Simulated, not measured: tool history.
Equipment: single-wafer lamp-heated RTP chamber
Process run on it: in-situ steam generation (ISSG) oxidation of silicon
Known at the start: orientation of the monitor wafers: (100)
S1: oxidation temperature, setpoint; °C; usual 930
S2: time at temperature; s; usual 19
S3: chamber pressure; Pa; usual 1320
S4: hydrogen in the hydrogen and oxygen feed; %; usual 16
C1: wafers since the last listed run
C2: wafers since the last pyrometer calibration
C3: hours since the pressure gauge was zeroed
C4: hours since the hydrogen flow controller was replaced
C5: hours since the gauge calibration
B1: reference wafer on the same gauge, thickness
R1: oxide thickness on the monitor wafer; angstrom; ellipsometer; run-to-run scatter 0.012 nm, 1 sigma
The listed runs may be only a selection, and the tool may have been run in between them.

| run | day | S1 | S2 | S3 | S4 | C1 | C2 | C3 | C4 | C5 | B1 | R1 |
|---|---|---|---|---|---|---|---|---|---|---|---|---|
| 1 | 0 | 919 | 19 | 1360 | 16 | 0 | 883 | 3951 | 2739.1 | 345.4 | 3.182 | 36.1 |
|  | 3.508 | hydrogen flow controller replaced |
| 2 | 4.267 | 919 | 19 | 1360 | 16 | 957 | 1840 | 4053.4 | 18.2 | 447.8 | 3.182 | 36 |
| 3 | 7.283 | 930 | 19 | 1320 | 16 | 734 | 2574 | 4125.8 | 90.6 | 520.2 | 3.182 | 37.32 |
| 4 | 10.304 | 930 | 19 | 1320 | 16 | 735 | 3310 | 4198.3 | 163.1 | 592.7 | 3.184 | 37 |
| 5 | 13.438 | 930 | 19 | 1320 | 16 | 762 | 4072 | 4273.5 | 238.3 | 667.9 | 3.183 | 37.2 |
| 6 | 15.071 | 930 | 19 | 1320 | 16 | 397 | 4470 | 4312.7 | 277.5 | 707.1 | 3.184 | 37.31 |
| 7 | 18.221 | 930 | 19 | 1320 | 11 | 766 | 5236 | 4388.3 | 353.1 | 782.7 | 3.184 | 34.57 |
| 8 | 21.967 | 923 | 19 | 1320 | 16 | 911 | 6148 | 4478.2 | 443 | 872.6 | 3.188 | 36.59 |
|  | 23.538 | pyrometer window cleaned and pyrometer calibrated |
| 9 | 24.917 | 930 | 19 | 1320 | 16 | 636 | 335 | 4549 | 513.8 | 943.4 | 3.187 | 37.31 |
| 10 | 28.867 | 930 | 14 | 1360 | 22 | 961 | 1297 | 4643.8 | 608.6 | 1038.2 | 3.191 | 35.35 |
| 11 | 32.283 | 930 | 25 | 1360 | 11 | 831 | 2128 | 4725.8 | 690.6 | 1120.2 | 3.192 | 38.66 |
|  | 33.404 | pressure gauge zeroed |
| 12 | 34.462 | 930 | 19 | 1320 | 16 | 449 | 2577 | 25.4 | 742.9 | 1172.5 | 3.193 | 37.22 |
| 13 | 36.675 | 930 | 19 | 1320 | 16 | 538 | 3116 | 78.5 | 796 | 1225.6 | 3.195 | 37.32 |
| 14 | 39.946 | 941 | 12 | 1213 | 26 | 796 | 3912 | 157 | 874.5 | 1304.1 | 3.196 | 36.49 |
| 15 | 43.783 | 930 | 19 | 1320 | 16 | 933 | 4846 | 249.1 | 966.6 | 1396.2 | 3.197 | 37.53 |
| 16 | 45.371 | 945 | 21 | 1360 | 11 | 386 | 5232 | 287.2 | 1004.7 | 1434.3 | 3.202 | 37.53 |
| 17 | 49.746 | 930 | 19 | 1320 | 16 | 1064 | 6297 | 392.2 | 1109.7 | 1539.3 | 3.201 | 37.41 |
| 18 | 53.625 | 946 | 19 | 1320 | 16 | 944 | 7241 | 485.3 | 1202.8 | 1632.4 | 3.203 | 38.84 |
|  | 54.517 | pyrometer window cleaned and pyrometer calibrated |
| 19 | 57.129 | 944 | 26 | 1267 | 23 | 771 | 635 | 569.4 | 1286.9 | 1716.5 | 3.207 | 48.12 |
| 20 | 60.888 | 930 | 16 | 1320 | 16 | 914 | 1550 | 659.6 | 1377.1 | 1806.7 | 3.211 | 34.91 |
| 21 | 62.933 | 930 | 19 | 1360 | 16 | 497 | 2048 | 708.7 | 1426.2 | 1855.8 | 3.211 | 37.33 |
| 22 | 64.95 | 919 | 15 | 1360 | 11 | 490 | 2538 | 757.1 | 1474.6 | 1904.2 | 3.213 | 30.85 |

Run 23 has not been measured yet. What should we expect?
| 23 | 67.221 | 930 | 21 | 1360 | 11 | 552 | 3091 | 811.6 | 1529.1 | 1958.7 | ? | ? |

B1: 3.217
R1: 36.43 angstrom
The same run, on a tool lacking any hidden state, would have yielded R1 36.13 angstrom.
